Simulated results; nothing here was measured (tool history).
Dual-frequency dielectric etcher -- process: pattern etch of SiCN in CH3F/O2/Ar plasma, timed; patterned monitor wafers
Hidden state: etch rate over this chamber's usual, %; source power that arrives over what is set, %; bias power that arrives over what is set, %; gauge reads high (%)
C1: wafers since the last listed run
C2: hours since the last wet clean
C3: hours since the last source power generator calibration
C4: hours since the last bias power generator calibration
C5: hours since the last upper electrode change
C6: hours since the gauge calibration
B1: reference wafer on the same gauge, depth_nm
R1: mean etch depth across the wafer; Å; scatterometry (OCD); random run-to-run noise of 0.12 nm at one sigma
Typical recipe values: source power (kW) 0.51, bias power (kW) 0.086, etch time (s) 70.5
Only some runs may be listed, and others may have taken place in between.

{"run": 1, "hour": 0.0, "source power (kW)": 0.51, "bias power (kW)": 0.086, "etch time (s)": 70.5, "C1": 0, "C2": 282.6, "C3": 2882.9, "C4": 2920.4, "C5": 1958.5, "C6": 213.7, "B1": 30.47, "R1": 333.2}
{"hour": 93.2, "done": "wet clean of the chamber"}
{"run": 2, "hour": 93.7, "source power (kW)": 0.51, "bias power (kW)": 0.086, "etch time (s)": 70.5, "C1": 967, "C2": 0.5, "C3": 2976.6, "C4": 3014.1, "C5": 2052.2, "C6": 307.4, "B1": 30.5, "R1": 338.5}
{"run": 3, "hour": 104.8, "source power (kW)": 0.51, "bias power (kW)": 0.086, "etch time (s)": 70.5, "C1": 154, "C2": 11.6, "C3": 2987.7, "C4": 3025.2, "C5": 2063.3, "C6": 318.5, "B1": 30.51, "R1": 337.9}
{"run": 4, "hour": 160.6, "source power (kW)": 0.51, "bias power (kW)": 0.086, "etch time (s)": 64.5, "C1": 774, "C2": 67.4, "C3": 3043.5, "C4": 3081, "C5": 2119.1, "C6": 374.3, "B1": 30.49, "R1": 306.3}
{"run": 5, "hour": 225.1, "source power (kW)": 0.51, "bias power (kW)": 0.086, "etch time (s)": 70.5, "C1": 895, "C2": 131.9, "C3": 3108, "C4": 3145.5, "C5": 2183.6, "C6": 438.8, "B1": 30.53, "R1": 334.8}
{"run": 6, "hour": 265.4, "source power (kW)": 0.51, "bias power (kW)": 0.086, "etch time (s)": 70.5, "C1": 559, "C2": 172.2, "C3": 3148.3, "C4": 3185.8, "C5": 2223.9, "C6": 479.1, "B1": 30.47, "R1": 332.3}
{"run": 7, "hour": 298.2, "source power (kW)": 0.51, "bias power (kW)": 0.069, "etch time (s)": 70.5, "C1": 455, "C2": 205, "C3": 3181.1, "C4": 3218.6, "C5": 2256.7, "C6": 511.9, "B1": 30.47, "R1": 317.7}
{"run": 8, "hour": 368.2, "source power (kW)": 0.51, "bias power (kW)": 0.069, "etch time (s)": 70.5, "C1": 972, "C2": 275, "C3": 3251.1, "C4": 3288.6, "C5": 2326.7, "C6": 581.9, "B1": 30.49, "R1": 316}
{"run": 9, "hour": 433.3, "source power (kW)": 0.51, "bias power (kW)": 0.069, "etch time (s)": 70.5, "C1": 904, "C2": 340.1, "C3": 3316.2, "C4": 3353.7, "C5": 2391.8, "C6": 647, "B1": 30.49, "R1": 313.9}
{"hour": 477.2, "done": "upper electrode replaced"}
{"run": 10, "hour": 477.7, "source power (kW)": 0.51, "bias power (kW)": 0.086, "etch time (s)": 57, "C1": 283, "C2": 384.5, "C3": 3360.6, "C4": 3398.1, "C5": 0.5, "C6": 691.4, "B1": 30.52, "R1": 266.5}
{"run": 11, "hour": 499.9, "source power (kW)": 0.51, "bias power (kW)": 0.086, "etch time (s)": 57, "C1": 308, "C2": 406.7, "C3": 3382.8, "C4": 3420.3, "C5": 22.7, "C6": 713.6, "B1": 30.51, "R1": 265.1}
{"hour": 534.1, "done": "wet clean of the chamber"}
{"run": 12, "hour": 534.6, "source power (kW)": 0.51, "bias power (kW)": 0.086, "etch time (s)": 70.5, "C1": 148, "C2": 0.5, "C3": 3417.5, "C4": 3455, "C5": 57.4, "C6": 748.3, "B1": 30.49, "R1": 319.4}
{"hour": 536.2, "done": "gauge calibrated"}
{"hour": 574.9, "done": "bias power generator calibrated"}
{"hour": 690.5, "done": "source power generator calibrated"}
{"run": 13, "hour": 720.4, "source power (kW)": 0.51, "bias power (kW)": 0.086, "etch time (s)": 70.5, "C1": 2469, "C2": 186.3, "C3": 29.9, "C4": 145.5, "C5": 243.2, "C6": 184.2, "B1": 30.5, "R1": 314.2}
{"hour": 765.3, "done": "wet clean of the chamber, repeated, since the last time left the tool worse"}
{"run": 14, "hour": 776.5, "source power (kW)": 0.44, "bias power (kW)": 0.097, "etch time (s)": 82, "C1": 445, "C2": 11.2, "C3": 86, "C4": 201.6, "C5": 299.3, "C6": 240.3, "B1": 30.48, "R1": 387.5}
{"run": 15, "hour": 952.1, "source power (kW)": 0.51, "bias power (kW)": 0.068, "etch time (s)": 59.5, "C1": 2438, "C2": 186.8, "C3": 261.6, "C4": 377.2, "C5": 474.9, "C6": 415.9, "B1": 30.5, "R1": 267.9}
{"run": 16, "hour": 1005.2, "source power (kW)": 0.47, "bias power (kW)": 0.07, "etch time (s)": 86, "C1": 737, "C2": 239.9, "C3": 314.7, "C4": 430.3, "C5": 528, "C6": 469, "B1": 30.49, "R1": 377.8}
{"run": 17, "hour": 1035.5, "source power (kW)": 0.51, "bias power (kW)": 0.086, "etch time (s)": 70.5, "C1": 420, "C2": 270.2, "C3": 345, "C4": 460.6, "C5": 558.3, "C6": 499.3, "B1": 30.54, "R1": 330.9}
{"run": 18, "hour": 1072.3, "source power (kW)": 0.38, "bias power (kW)": 0.086, "etch time (s)": 70.5, "C1": 511, "C2": 307, "C3": 381.8, "C4": 497.4, "C5": 595.1, "C6": 536.1, "B1": 30.55, "R1": 304.8}
{"hour": 1127.3, "done": "wet clean of the chamber"}
{"run": 19, "hour": 1129.2, "source power (kW)": 0.44, "bias power (kW)": 0.073, "etch time (s)": 51.5, "C1": 456, "C2": 1.9, "C3": 438.7, "C4": 554.3, "C5": 652, "C6": 593, "B1": 30.53, "R1": 228.2}
{"run": 20, "hour": 1159.6, "source power (kW)": 0.51, "bias power (kW)": 0.095, "etch time (s)": 50.5, "C1": 422, "C2": 32.3, "C3": 469.1, "C4": 584.7, "C5": 682.4, "C6": 623.4, "B1": 30.55, "R1": 246.4}
{"run": 21, "hour": 1199.6, "source power (kW)": 0.51, "bias power (kW)": 0.086, "etch time (s)": 70.5, "C1": 555, "C2": 72.3, "C3": 509.1, "C4": 624.7, "C5": 722.4, "C6": 663.4, "B1": 30.5, "R1": 332.9}

Run 22 comes next. What will it give?
{"run": 22, "hour": 1250.4, "source power (kW)": 0.58, "bias power (kW)": 0.086, "etch time (s)": 51.5, "C1": 705, "C2": 123.1, "C3": 559.9, "C4": 675.5, "C5": 773.2, "C6": 714.2, "B1": "?", "R1": "?"}

Logged for run 22: B1 30.52, R1 253.1 Å.
With the hidden condition absent and the run-to-run variation left alone, this run would have shown R1 255.6 Å.
